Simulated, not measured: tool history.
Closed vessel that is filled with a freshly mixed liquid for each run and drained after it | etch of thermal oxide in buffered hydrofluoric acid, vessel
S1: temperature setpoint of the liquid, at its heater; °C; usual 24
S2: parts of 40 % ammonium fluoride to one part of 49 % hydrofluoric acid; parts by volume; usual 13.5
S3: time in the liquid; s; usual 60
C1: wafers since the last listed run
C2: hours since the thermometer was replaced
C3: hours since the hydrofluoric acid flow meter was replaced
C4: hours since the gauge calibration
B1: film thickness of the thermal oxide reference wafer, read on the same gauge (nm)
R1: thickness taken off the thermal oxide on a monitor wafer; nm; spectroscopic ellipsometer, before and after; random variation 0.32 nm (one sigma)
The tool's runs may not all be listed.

| run | hour | S1 | S2 | S3 | C1 | C2 | C3 | C4 | B1 | R1 |
|---|---|---|---|---|---|---|---|---|---|---|
| 1 | 0 | 24 | 13.5 | 60 | 0 | 688.9 | 168.2 | 1211.6 | 59.99 | 50.96 |
|  | 15.6 | thermometer replaced |
| 2 | 76.7 | 24 | 12 | 60 | 5078 | 61.1 | 244.9 | 1288.3 | 60 | 60.06 |
| 3 | 118.8 | 24 | 13.5 | 60 | 2824 | 103.2 | 287 | 1330.4 | 60 | 53.12 |
| 4 | 214.2 | 24 | 13.5 | 60 | 6400 | 198.6 | 382.4 | 1425.8 | 60 | 53.1 |
| 5 | 263.9 | 24 | 13.5 | 60 | 3334 | 248.3 | 432.1 | 1475.5 | 59.99 | 52.76 |
| 6 | 341.3 | 24 | 13.5 | 60 | 5192 | 325.7 | 509.5 | 1552.9 | 59.98 | 52.93 |
| 7 | 431.5 | 24 | 13.5 | 60 | 6051 | 415.9 | 599.7 | 1643.1 | 60 | 52.78 |
| 8 | 513 | 24 | 13.5 | 60 | 5468 | 497.4 | 681.2 | 1724.6 | 59.98 | 52.21 |
|  | 560 | hydrofluoric acid flow meter replaced |
| 9 | 560.9 | 24 | 13.5 | 60 | 3146 | 545.3 | 0.9 | 1772.5 | 59.99 | 51.34 |
| 10 | 746.4 | 24 | 15 | 60 | 12445 | 730.8 | 186.4 | 1958 | 60.01 | 46.17 |
| 11 | 847.3 | 28.5 | 15 | 70 | 6769 | 831.7 | 287.3 | 2058.9 | 60 | 67.6 |
|  | 883.7 | thermometer replaced |
| 12 | 946.5 | 20.5 | 13.5 | 75 | 6588 | 62.8 | 386.5 | 2158.1 | 60 | 55.3 |
| 13 | 1034.4 | 24 | 13.5 | 50 | 5897 | 150.7 | 474.4 | 2246 | 59.99 | 44 |

Forecast run 14:
| 14 | 1124 | 24 | 17.5 | 60 | 6011 | 240.3 | 564 | 2335.6 | ? | ? |

Run 14 gave B1 59.98, R1 41.08 nm.
Without the tool's hidden state the same run would have given R1 42.01 nm.
